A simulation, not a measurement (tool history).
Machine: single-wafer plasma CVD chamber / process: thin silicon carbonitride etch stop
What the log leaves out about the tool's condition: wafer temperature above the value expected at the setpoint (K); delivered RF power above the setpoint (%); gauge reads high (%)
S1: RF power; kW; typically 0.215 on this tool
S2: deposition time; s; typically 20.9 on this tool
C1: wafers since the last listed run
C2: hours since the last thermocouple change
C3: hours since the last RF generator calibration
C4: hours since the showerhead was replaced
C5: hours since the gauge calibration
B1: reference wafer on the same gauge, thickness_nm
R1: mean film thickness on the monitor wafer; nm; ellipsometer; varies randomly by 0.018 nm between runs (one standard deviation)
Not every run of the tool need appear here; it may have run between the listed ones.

run   hour     S1    S2   C1      C2      C3      C4     C5      B1      R1
  1      0  0.185  20.9    0    2161   880.6  2455.4  156.3  10.802  10.758
  2   12.2  0.215  17.8  363  2173.2   892.8  2467.6  168.5  10.801   9.931
  3   22.1    0.2  20.9  294  2183.1   902.7  2477.5  178.4  10.802  11.212
  4   35.2    0.2  20.9  389  2196.2   915.8  2490.6  191.5  10.804  11.198
  5     47  0.195  20.9  351    2208   927.6  2502.4  203.3  10.799   11.03
  6   55.1  0.215  20.9  241  2216.1   935.7  2510.5  211.4  10.801  11.607
  7     63  0.215  20.9  235    2224   943.6  2518.4  219.3  10.803  11.615
  8   75.8  0.215  20.9  380  2236.8   956.4  2531.2  232.1  10.801  11.609
  9   85.1  0.215  20.9  276  2246.1   965.7  2540.5  241.4  10.804  11.594
 10     97  0.215  20.9  354    2258   977.6  2552.4  253.3  10.799  11.575
 11    104  0.215  18.3  208    2265   984.6  2559.4  260.3  10.799  10.138
 12  119.9  0.215  18.3  473  2280.9  1000.5  2575.3  276.2  10.802  10.142
       128  -- showerhead replaced
 13  135.8  0.215  20.9  235  2296.8  1016.4     7.8  292.1   10.81  11.559
 14  146.2    0.2    23  309  2307.2  1026.8    18.2  302.5  10.796  12.226
 15  152.4  0.175  22.7  184  2313.4    1033    24.4  308.7  10.802  11.213
     153.5  -- gauge calibrated
     165.6  -- RF generator calibrated
 16  166.1  0.215  20.9  169  2327.1     0.5    38.1   12.6  10.799  11.958
 17  182.3  0.215  20.9  482  2343.3    16.7    54.3   28.8  10.799  11.955
 18  190.8   0.23  20.9  253  2351.8    25.2    62.8   37.3  10.795  12.373
 19  204.3  0.175  17.6  401  2365.3    38.7    76.3   50.8  10.795   8.999
 20  214.9   0.19  20.9  315  2375.9    49.3    86.9   61.4  10.808  11.174
       226  -- thermocouple changed; heater temperature recalibrated
 21  230.2  0.235  17.5  217     4.2    64.6   102.2   76.7  10.794  10.452
 22  241.1  0.185  22.1  324    15.1    75.5   113.1   87.6  10.799  11.628
 23  255.5  0.245  20.9  428    29.5    89.9   127.5    102  10.798  12.718
 24  264.7   0.25    19  273    38.7    99.1   136.7  111.2  10.797  11.674
 25  271.9  0.255  18.2  214    45.9   106.3   143.9  118.4  10.801  11.308
 26  280.2  0.215  20.9  247    54.2   114.6   152.2  126.7  10.805  11.957
 27  300.1  0.205  24.2  592    74.1   134.5   172.1  146.6    10.8  13.495
 28  311.7  0.215  22.6  345    85.7   146.1   183.7  158.2  10.803  12.914
 29  320.5  0.235  24.4  261    94.5   154.9   192.5    167  10.796   14.56
 30  332.6  0.215  20.9  360   106.6     167   204.6  179.1  10.795    11.9
 31  342.9   0.23  24.1  306   116.9   177.3   214.9  189.4  10.789  14.251
 32  352.5   0.19  16.8  285   126.5   186.9   224.5    199    10.8   8.994
 33  360.8  0.215  20.9  247   134.8   195.2   232.8  207.3  10.796  11.969
 34  374.8  0.215  20.9  416   148.8   209.2   246.8  221.3  10.795  11.916

Forecast each of these 5 alternatives for the next run:
  A  375.2  0.215  24.6  11  149.2  209.6  247.2  221.7   ?   ?
  B  375.2  0.255  19.7  11  149.2  209.6  247.2  221.7   ?   ?
  C  375.2   0.23  23.8  11  149.2  209.6  247.2  221.7   ?   ?
  D  375.2  0.235    19  11  149.2  209.6  247.2  221.7   ?   ?
  E  375.2   0.19  24.2  11  149.2  209.6  247.2  221.7   ?   ?

run      B1      R1
  A  10.803  14.041
  B  10.803   12.21
  C  10.803  14.049
  D  10.803  11.333
  E  10.803  12.929
Take away the tool's hidden state, keep each run's random variation, and the runs would have read:
run      R1
  A  14.076
  B  12.241
  C  14.084
  D  11.362
  E  12.962

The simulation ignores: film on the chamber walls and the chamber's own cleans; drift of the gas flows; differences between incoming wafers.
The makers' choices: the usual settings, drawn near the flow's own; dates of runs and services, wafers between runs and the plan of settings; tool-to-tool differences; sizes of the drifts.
